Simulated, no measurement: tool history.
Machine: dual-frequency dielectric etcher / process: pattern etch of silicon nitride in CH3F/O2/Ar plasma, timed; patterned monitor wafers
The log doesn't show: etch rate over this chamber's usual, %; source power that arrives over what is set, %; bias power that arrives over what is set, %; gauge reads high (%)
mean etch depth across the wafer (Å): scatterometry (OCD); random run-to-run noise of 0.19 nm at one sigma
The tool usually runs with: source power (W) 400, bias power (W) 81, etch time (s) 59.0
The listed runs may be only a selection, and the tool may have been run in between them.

run   hour  source power (W)  bias power (W)  etch time (s)  wafers since the last listed run  hours since the last wet clean  hours since the last source power generator calibration  hours since the last bias power generator calibration  hours since the last upper electrode change  hours since the gauge calibration  read-back reference wafer on the same gauge, depth_nm  mean etch depth across the wafer (Å)
  1    0.0               400              68           72.5                                 0                           245.7                                                   3060.8                                                 3154.4                                       4853.2                              248.8                                                  35.85                                 488.9
  2   26.7               400              68           72.5                               390                           272.4                                                   3087.5                                                 3181.1                                       4879.9                              275.5                                                  35.88                                 490.8
  3   40.1               400              81           59.0                               196                           285.8                                                   3100.9                                                 3194.5                                       4893.3                              288.9                                                  35.93                                 415.5
  4   57.0               400              81           59.0                               247                           302.7                                                   3117.8                                                 3211.4                                       4910.2                              305.8                                                  35.95                                 415.3
  5   75.5               400              81           59.0                               270                           321.2                                                   3136.3                                                 3229.9                                       4928.7                              324.3                                                  35.90                                 419.4
  6   88.1               400              81           59.0                               184                           333.8                                                   3148.9                                                 3242.5                                       4941.3                              336.9                                                  35.99                                 418.7
  7  119.1               400              81           59.0                               453                           364.8                                                   3179.9                                                 3273.5                                       4972.3                              367.9                                                  35.87                                 419.3
  8  131.9               400              81           59.0                               187                           377.6                                                   3192.7                                                 3286.3                                       4985.1                              380.7                                                  35.90                                 419.0
     136.7  -- source power generator calibrated
  9  162.3               400              81           59.0                               386                           408.0                                                     25.6                                                 3316.7                                       5015.5                              411.1                                                  35.87                                 421.2
     195.1  -- bias power generator calibrated
 10  195.6               400              81           59.0                               428                           441.3                                                     58.9                                                    0.5                                       5048.8                              444.4                                                  35.84                                 420.2
 11  216.9               400              81           59.0                               311                           462.6                                                     80.2                                                   21.8                                       5070.1                              465.7                                                  35.89                                 425.5
     263.1  -- upper electrode replaced
 12  263.6               450              81           59.0                               332                           509.3                                                    126.9                                                   68.5                                          0.5                              512.4                                                  35.82                                 439.7
 13  272.0               400              81           59.0                               122                           517.7                                                    135.3                                                   76.9                                          8.9                              520.8                                                  35.92                                 425.7
 14  307.7               400              81           59.0                               522                           553.4                                                    171.0                                                  112.6                                         44.6                              556.5                                                  35.95                                 426.6
 15  319.9               310              95           52.5                               178                           565.6                                                    183.2                                                  124.8                                         56.8                              568.7                                                  35.95                                 371.1
 16  345.5               460              81           70.0                               374                           591.2                                                    208.8                                                  150.4                                         82.4                              594.3                                                  35.89                                 525.9
     349.2  -- gauge calibrated
 17  371.3               400              81           59.0                               377                           617.0                                                    234.6                                                  176.2                                        108.2                               22.1                                                  35.91                                 427.6
 18  384.0               400              81           59.0                               185                           629.7                                                    247.3                                                  188.9                                        120.9                               34.8                                                  35.95                                 428.5
 19  416.6               400              74           67.5                               477                           662.3                                                    279.9                                                  221.5                                        153.5                               67.4                                                  35.91                                 483.6
     458.3  -- wet clean of the chamber
 20  458.8               460              81           59.0                               266                             0.5                                                    322.1                                                  263.7                                        195.7                              109.6                                                  35.93                                 422.7
 21  479.5               440              88           69.5                               302                            21.2                                                    342.8                                                  284.4                                        216.4                              130.3                                                  35.79                                 501.0
 22  501.4               360              81           59.0                               320                            43.1                                                    364.7                                                  306.3                                        238.3                              152.2                                                  35.89                                 397.2
 23  527.6               330              71           59.0                               383                            69.3                                                    390.9                                                  332.5                                        264.5                              178.4                                                  35.89                                 374.0
 24  539.9               400              81           59.0                               179                            81.6                                                    403.2                                                  344.8                                        276.8                              190.7                                                  35.86                                 409.4
 25  554.5               400              92           59.0                               213                            96.2                                                    417.8                                                  359.4                                        291.4                              205.3                                                  35.93                                 426.7
 26  568.1               400              81           69.0                               199                           109.8                                                    431.4                                                  373.0                                        305.0                              218.9                                                  35.89                                 479.2
 27  597.1               450              70           64.0                               424                           138.8                                                    460.4                                                  402.0                                        334.0                              247.9                                                  35.89                                 443.5
 28  618.1               340              99           75.0                               307                           159.8                                                    481.4                                                  423.0                                        355.0                              268.9                                                  35.91                                 527.9
 29  643.2               490              61           59.0                               367                           184.9                                                    506.5                                                  448.1                                        380.1                              294.0                                                  35.80                                 408.3

Consider 5 possible next runs. They are alternatives, not a sequence: every one starts from the tool as it was left by run 29. What does each give?
  A  643.6               470              81           59.0                                 5                           185.3                                                    506.9                                                  448.5                                        380.5                              294.4                                                      ?                                     ?
  B  643.6               450              81           54.5                                 5                           185.3                                                    506.9                                                  448.5                                        380.5                              294.4                                                      ?                                     ?
  C  643.6               440              88           59.0                                 5                           185.3                                                    506.9                                                  448.5                                        380.5                              294.4                                                      ?                                     ?
  D  643.6               320              69           48.0                                 5                           185.3                                                    506.9                                                  448.5                                        380.5                              294.4                                                      ?                                     ?
  E  643.6               320              61           44.5                                 5                           185.3                                                    506.9                                                  448.5                                        380.5                              294.4                                                      ?                                     ?

run  read-back reference wafer on the same gauge, depth_nm  mean etch depth across the wafer (Å)
  A                                                  35.85                                 427.8
  B                                                  35.85                                 390.3
  C                                                  35.85                                 428.7
  D                                                  35.85                                 301.4
  E                                                  35.85                                 271.7
Take away the tool's hidden state, keep each run's random variation, and the runs would have read:
run  mean etch depth across the wafer (Å)
  A                                 422.4
  B                                 385.4
  C                                 423.3
  D                                 297.6
  E                                 268.3
